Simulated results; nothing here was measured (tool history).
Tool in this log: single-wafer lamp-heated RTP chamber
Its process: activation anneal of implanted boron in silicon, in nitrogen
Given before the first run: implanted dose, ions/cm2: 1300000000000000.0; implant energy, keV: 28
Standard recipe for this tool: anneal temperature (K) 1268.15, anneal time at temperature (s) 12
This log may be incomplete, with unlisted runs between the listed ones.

run,hour,anneal temperature (K),anneal time at temperature (s),wafers since the last listed run,wafers since the last pyrometer calibration,wafers since the reflector plate was cleaned,hours since the gauge calibration,"read-back reference wafer on the same gauge, sheet resistance",sheet resistance of the implanted and annealed layer (ohm/square)
1,0.0,1254.15,12,0,2139,97,507.6,88.52,95.28
2,32.5,1268.15,12,289,2428,386,540.1,88.57,86.88
3,64.6,1268.15,12,285,2713,671,572.2,88.54,87.70
4,88.9,1247.15,12,216,2929,887,596.5,88.47,99.03
5,119.5,1247.15,12,272,3201,1160,627.1,88.49,98.65
6,153.2,1268.15,12,299,3501,1459,660.8,88.55,87.01
7,174.5,1268.15,12,189,3690,1649,682.1,88.56,86.29
8,206.5,1268.15,10,284,3975,1933,714.1,88.44,86.75
9,220.7,1268.15,10,126,4101,2060,728.3,88.42,87.44
10,236.9,1268.15,12,144,4245,2204,744.5,88.50,86.44
11,258.3,1268.15,12,190,4436,2394,765.9,88.51,86.65
12,281.9,1268.15,12,209,4645,2604,789.5,88.51,87.18
13,298.2,1291.15,16,144,4790,2749,805.8,88.60,82.84
14,324.3,1291.15,16,232,5022,2981,831.9,88.49,81.35
15,344.2,1248.15,12,176,5199,3158,851.8,88.55,94.05
# hour 354.3: reflector plate cleaned
16,379.9,1268.15,12,246,5446,227,887.5,88.55,88.25
17,410.9,1268.15,12,275,5721,503,918.5,88.53,87.61
18,437.1,1290.15,5,232,5954,736,944.7,88.46,84.17
19,471.2,1250.15,7,303,6258,1039,978.8,88.44,99.13
20,487.5,1268.15,12,144,6403,1184,995.1,88.47,87.41
21,510.6,1249.15,14,205,6608,1389,1018.2,88.46,95.34
22,546.4,1242.15,14,318,6926,1708,1054.0,88.49,101.14
23,573.1,1253.15,12,237,7164,1945,1080.7,88.48,93.33
# hour 581.6: pyrometer window cleaned and pyrometer calibrated
24,648.6,1296.15,17,600,596,2545,1156.2,88.53,81.14
25,682.6,1268.15,12,302,898,2848,1190.2,88.50,86.05
26,714.4,1268.15,12,282,1181,3131,1222.0,88.40,85.97
# hour 716.6: gauge calibrated
27,744.5,1240.15,5,267,1448,3398,27.9,88.47,105.02
# hour 768.3: reflector plate cleaned
28,769.7,1276.15,5,152,1601,12,53.1,88.54,87.87
29,790.4,1268.15,12,184,1785,196,73.8,88.49,87.81
30,824.1,1291.15,12,299,2085,495,107.5,88.51,82.49
31,842.0,1285.15,12,159,2244,655,125.4,88.51,83.55
32,871.9,1250.15,15,265,2510,920,155.3,88.53,94.52
33,901.9,1239.15,15,266,2777,1187,185.3,88.42,103.17
34,928.2,1251.15,14,233,3011,1421,211.6,88.47,93.89
35,955.8,1260.15,10,245,3256,1666,239.2,88.46,90.44
36,989.3,1277.15,10,297,3554,1964,272.7,88.52,84.57
37,1002.8,1287.15,14,120,3674,2084,286.2,88.46,82.36
38,1017.7,1268.15,12,132,3807,2217,301.1,88.46,86.19

Some steps in sheet resistance of the implanted and annealed layer (ohm/square) between neighbouring runs. How much of each would the tool show without its hidden state too (settings, what came in, random variation), and how much is left for the hidden state, with any gauge scatter that isn't in both results?
Hidden state at play: true wafer temperature minus pyrometer reading, K; wafer temperature error from the tarnished reflector plate, K; gauge reads high (%).
Run 15 -> 16: anneal temperature (K) 1248.15 -> 1268.15, reflector plate cleaned. sheet resistance of the implanted and annealed layer (ohm/square) -5.80: hidden state +5.01, all else -10.81.
Run 18 -> 19: anneal temperature (K) 1290.15 -> 1250.15, anneal time at temperature (s) 5 -> 7. sheet resistance of the implanted and annealed layer (ohm/square) +14.96: hidden state -2.00, all else +16.96.
Run 26 -> 27: anneal temperature (K) 1268.15 -> 1240.15, anneal time at temperature (s) 12 -> 5, gauge calibrated. sheet resistance of the implanted and annealed layer (ohm/square) +19.05: hidden state -6.83, all else +25.88.
Run 27 -> 28: anneal temperature (K) 1240.15 -> 1276.15, reflector plate cleaned. sheet resistance of the implanted and annealed layer (ohm/square) -17.15: hidden state +8.97, all else -26.12.
